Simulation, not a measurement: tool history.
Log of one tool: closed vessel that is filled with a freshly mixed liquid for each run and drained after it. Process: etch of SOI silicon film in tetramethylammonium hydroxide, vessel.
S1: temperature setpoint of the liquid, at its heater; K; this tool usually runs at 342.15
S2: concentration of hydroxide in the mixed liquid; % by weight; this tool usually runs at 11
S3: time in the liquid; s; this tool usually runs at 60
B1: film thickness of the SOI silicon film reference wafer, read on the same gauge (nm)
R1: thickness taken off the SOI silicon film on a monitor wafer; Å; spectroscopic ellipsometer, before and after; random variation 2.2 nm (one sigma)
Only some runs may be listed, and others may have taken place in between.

{"run": 1, "hour": 0.0, "S1": 342.15, "S2": 11, "S3": 60, "B1": 99.98, "R1": 3279.8}
{"hour": 35.1, "done": "gauge calibrated"}
{"run": 2, "hour": 43.4, "S1": 342.15, "S2": 11, "S3": 60, "B1": 100, "R1": 3246.2}
{"run": 3, "hour": 69.1, "S1": 342.15, "S2": 11, "S3": 60, "B1": 99.98, "R1": 3306}
{"run": 4, "hour": 116.7, "S1": 342.15, "S2": 11, "S3": 60, "B1": 100, "R1": 3238.5}
{"run": 5, "hour": 155.5, "S1": 342.15, "S2": 11, "S3": 60, "B1": 100, "R1": 3196.8}
{"run": 6, "hour": 206.4, "S1": 338.65, "S2": 11, "S3": 60, "B1": 99.99, "R1": 2607.3}
{"run": 7, "hour": 249.0, "S1": 342.15, "S2": 11, "S3": 60, "B1": 100.04, "R1": 3218.3}
{"hour": 306.9, "done": "thermometer replaced"}
{"run": 8, "hour": 310.9, "S1": 342.15, "S2": 11, "S3": 60, "B1": 99.98, "R1": 3570.3}
{"run": 9, "hour": 346.9, "S1": 342.15, "S2": 11, "S3": 60, "B1": 100.02, "R1": 3504.1}
{"run": 10, "hour": 381.2, "S1": 347.15, "S2": 11, "S3": 60, "B1": 99.99, "R1": 4726.6}
{"run": 11, "hour": 452.3, "S1": 342.15, "S2": 11, "S3": 35, "B1": 100.01, "R1": 2063.1}
{"run": 12, "hour": 483.3, "S1": 342.15, "S2": 11, "S3": 60, "B1": 99.98, "R1": 3535}
{"run": 13, "hour": 523.8, "S1": 346.65, "S2": 13, "S3": 85, "B1": 99.96, "R1": 6020.4}
{"run": 14, "hour": 582.6, "S1": 342.15, "S2": 13, "S3": 75, "B1": 99.96, "R1": 4097.7}
{"hour": 584.9, "done": "hydroxide flow meter replaced"}
{"run": 15, "hour": 619.3, "S1": 345.15, "S2": 11, "S3": 60, "B1": 100.03, "R1": 4113.7}
{"run": 16, "hour": 665.5, "S1": 349.65, "S2": 10, "S3": 75, "B1": 99.96, "R1": 6959.7}
{"run": 17, "hour": 712.2, "S1": 334.65, "S2": 13.5, "S3": 70, "B1": 100.02, "R1": 2332}
{"run": 18, "hour": 738.8, "S1": 342.15, "S2": 11, "S3": 60, "B1": 100.03, "R1": 3439}
{"hour": 754.8, "done": "gauge calibrated"}
{"run": 19, "hour": 776.8, "S1": 338.15, "S2": 14, "S3": 40, "B1": 100.01, "R1": 1621.1}

Run 20 is up next; what results do you expect?
{"run": 20, "hour": 816.6, "S1": 342.15, "S2": 11, "S3": 85, "B1": "?", "R1": "?"}

{"run 20": {"B1": 99.98, "R1": 4843.5}}
Minus the tool's unlogged condition, the same run would have read R1 5139 Å.
